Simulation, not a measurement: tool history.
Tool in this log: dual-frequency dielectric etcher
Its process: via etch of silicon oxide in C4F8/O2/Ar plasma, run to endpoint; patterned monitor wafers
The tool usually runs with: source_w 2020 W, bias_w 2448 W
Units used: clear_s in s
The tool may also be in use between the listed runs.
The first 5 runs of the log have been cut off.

run   hour  source_w  bias_w  wafers since the last listed run  hours since the last wet clean  hours since the last source power generator calibration  hours since the last bias power generator calibration  hours since the last upper electrode change  incoming incoming film thickness, nm  clear_s
  6   73.4      2020    2726                                47                           540.1                                                   2029.9                                                 3238.7                                       4929.1                                1078.3    182.8
  7   85.9      2020    2586                                43                           552.6                                                   2042.4                                                 3251.2                                       4941.6                                1082.1    186.5
     116.1  -- wet clean of the chamber
  8  116.6      2020    2448                                23                             0.5                                                   2073.1                                                 3281.9                                       4972.3                                1090.7    198.4
  9  116.9      2020    2448                                 1                             0.8                                                   2073.4                                                 3282.2                                       4972.6                                1079.2    198.4
 10  120.9      2020    2448                                13                             4.8                                                   2077.4                                                 3286.2                                       4976.6                                1080.8    196.6
 11  127.1      1900    2313                                21                            11.0                                                   2083.6                                                 3292.4                                       4982.8                                1081.4    207.4
 12  141.3      1900    2313                                48                            25.2                                                   2097.8                                                 3306.6                                       4997.0                                1087.1    210.1
 13  157.0      1900    2313                                54                            40.9                                                   2113.5                                                 3322.3                                       5012.7                                1084.1    206.9
     169.3  -- bias power generator calibrated
 14  169.8      1630    2717                                30                            53.7                                                   2126.3                                                    0.5                                       5025.5                                1087.7    210.6
 15  174.1      2330    2448                                14                            58.0                                                   2130.6                                                    4.8                                       5029.8                                1093.2    184.4
 16  182.7      1850    1964                                29                            66.6                                                   2139.2                                                   13.4                                       5038.4                                1074.4    227.5
 17  195.6      1860    1948                                44                            79.5                                                   2152.1                                                   26.3                                       5051.3                                1085.4    230.4
 18  205.5      1900    2313                                34                            89.4                                                   2162.0                                                   36.2                                       5061.2                                1080.6    207.2
 19  215.6      2020    1989                                34                            99.5                                                   2172.1                                                   46.3                                       5071.3                                1079.6    217.5
     245.7  -- source power generator calibrated
     247.0  -- upper electrode replaced
 20  247.5      2450    1929                                91                           131.4                                                      1.8                                                   78.2                                          0.5                                1077.8    199.8
 21  247.9      2020    2847                                 1                           131.8                                                      2.2                                                   78.6                                          0.9                                1086.1    183.9
 22  255.1      2420    2168                                24                           139.0                                                      9.4                                                   85.8                                          8.1                                1083.4    190.5

For run 23, what comes out?
 23  271.8      2020    2448                                57                           155.7                                                     26.1                                                  102.5                                         24.8                                1084.6        ?

{"run 23": {"clear_s": 196.8}}
With the hidden condition absent and the run-to-run variation left alone, this run would have shown clear_s 198.1 s.
